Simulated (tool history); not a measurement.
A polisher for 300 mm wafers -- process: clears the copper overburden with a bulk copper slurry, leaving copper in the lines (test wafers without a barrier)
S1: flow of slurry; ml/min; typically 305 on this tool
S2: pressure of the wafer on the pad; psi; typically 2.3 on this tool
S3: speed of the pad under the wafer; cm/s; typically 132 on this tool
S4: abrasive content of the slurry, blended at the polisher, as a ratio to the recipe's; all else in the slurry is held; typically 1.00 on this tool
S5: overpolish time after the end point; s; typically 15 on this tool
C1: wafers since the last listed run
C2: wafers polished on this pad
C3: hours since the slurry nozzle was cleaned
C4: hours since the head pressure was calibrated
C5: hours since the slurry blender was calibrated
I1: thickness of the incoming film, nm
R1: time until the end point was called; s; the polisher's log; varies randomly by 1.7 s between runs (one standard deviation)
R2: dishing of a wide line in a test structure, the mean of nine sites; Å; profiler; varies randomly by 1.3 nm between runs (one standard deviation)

Run 1, hour 0.0: usual settings but S2 2.5 psi; C1 0; C2 400; C3 274.7; C4 693.4; C5 35.8; I1 1105.6. Result: R1 127.6 s, R2 780 Å.
Run 2, hour 6.2: usual settings but S2 2.5 psi; C1 42; C2 442; C3 280.9; C4 699.6; C5 42.0; I1 1118.9. Result: R1 130.4 s, R2 816 Å.
Run 3, hour 14.6: usual settings but S2 2.5 psi; C1 57; C2 500; C3 289.3; C4 708.0; C5 50.4; I1 1096.2. Result: R1 125.7 s, R2 812 Å.
At hour 32.0: worn pad replaced by a new one.
Run 4, hour 32.5: usual settings; C1 95; C2 3; C3 307.2; C4 725.9; C5 68.3; I1 1108.1. Result: R1 129.1 s, R2 769 Å.
Run 5, hour 46.1: usual settings; C1 93; C2 97; C3 320.8; C4 739.5; C5 81.9; I1 1114.1. Result: R1 136.3 s, R2 770 Å.
Run 6, hour 62.4: usual settings; C1 111; C2 208; C3 337.1; C4 755.8; C5 98.2; I1 1112.1. Result: R1 133.7 s, R2 776 Å.
Run 7, hour 68.8: usual settings; C1 43; C2 252; C3 343.5; C4 762.2; C5 104.6; I1 1099.6. Result: R1 129.7 s, R2 783 Å.
Run 8, hour 83.6: usual settings; C1 101; C2 354; C3 358.3; C4 777.0; C5 119.4; I1 1116.2. Result: R1 134.8 s, R2 761 Å.
Run 9, hour 95.7: usual settings; C1 83; C2 437; C3 370.4; C4 789.1; C5 131.5; I1 1121.5. Result: R1 136.8 s, R2 753 Å.
Run 10, hour 109.1: usual settings; C1 91; C2 529; C3 383.8; C4 802.5; C5 144.9; I1 1123.0. Result: R1 136.7 s, R2 739 Å.
At hour 111.3: slurry blender recalibrated.
At hour 113.8: slurry nozzle cleaned.
At hour 120.1: worn pad replaced by a new one.
Run 11, hour 120.4: usual settings but S1 245 ml/min, S3 170 cm/s; C1 29; C2 2; C3 6.6; C4 813.8; C5 9.1; I1 1105.3. Result: R1 106.5 s, R2 879 Å.
Run 12, hour 129.1: usual settings but S5 17 s; C1 59; C2 61; C3 15.3; C4 822.5; C5 17.8; I1 1111.4. Result: R1 134.9 s, R2 829 Å.
Run 13, hour 135.2: usual settings but S1 355 ml/min, S2 3.0 psi, S5 19 s; C1 41; C2 103; C3 21.4; C4 828.6; C5 23.9; I1 1108.2. Result: R1 111.2 s, R2 991 Å.
Run 14, hour 150.1: usual settings but S3 166 cm/s, S5 7 s; C1 102; C2 205; C3 36.3; C4 843.5; C5 38.8; I1 1093.0. Result: R1 106.2 s, R2 514 Å.
Run 15, hour 159.9: usual settings but S3 120 cm/s, S5 11 s; C1 67; C2 273; C3 46.1; C4 853.3; C5 48.6; I1 1115.2. Result: R1 147.8 s, R2 584 Å.
Run 16, hour 177.1: usual settings but S3 166 cm/s, S5 7 s; C1 118; C2 391; C3 63.3; C4 870.5; C5 65.8; I1 1100.6. Result: R1 110.1 s, R2 527 Å.
Run 17, hour 183.1: usual settings but S2 3.1 psi, S4 0.75; C1 41; C2 432; C3 69.3; C4 876.5; C5 71.8; I1 1109.1. Result: R1 116.6 s, R2 865 Å.
At hour 196.5: head pressure recalibrated.
Run 18, hour 199.5: usual settings but S2 1.9 psi, S3 176 cm/s; C1 98; C2 531; C3 85.7; C4 3.0; C5 88.2; I1 1095.5. Result: R1 109.4 s, R2 837 Å.
At hour 214.8: worn pad replaced by a new one.
Run 19, hour 226.3: usual settings; C1 156; C2 79; C3 112.5; C4 29.8; C5 115.0; I1 1115.3. Result: R1 133.8 s, R2 782 Å.
Run 20, hour 250.3: usual settings but S1 245 ml/min, S4 0.90, S5 22 s; C1 164; C2 243; C3 136.5; C4 53.8; C5 139.0; I1 1097.7. Result: R1 138.6 s, R2 955 Å.

Take each entry between the runs: how does the hidden state at the last listed run before it differ from the hidden state at the first listed run after it?
From run 3 to run 4: worn pad replaced by a new one (hour 32.0)
  no hidden state differs between the two runs
From run 10 to run 11: slurry blender recalibrated (hour 111.3); slurry nozzle cleaned (hour 113.8); worn pad replaced by a new one (hour 120.1)
  no hidden state differs between the two runs
From run 17 to run 18: head pressure recalibrated (hour 196.5)
  no hidden state differs between the two runs
From run 18 to run 19: worn pad replaced by a new one (hour 214.8)
  no hidden state differs between the two runs
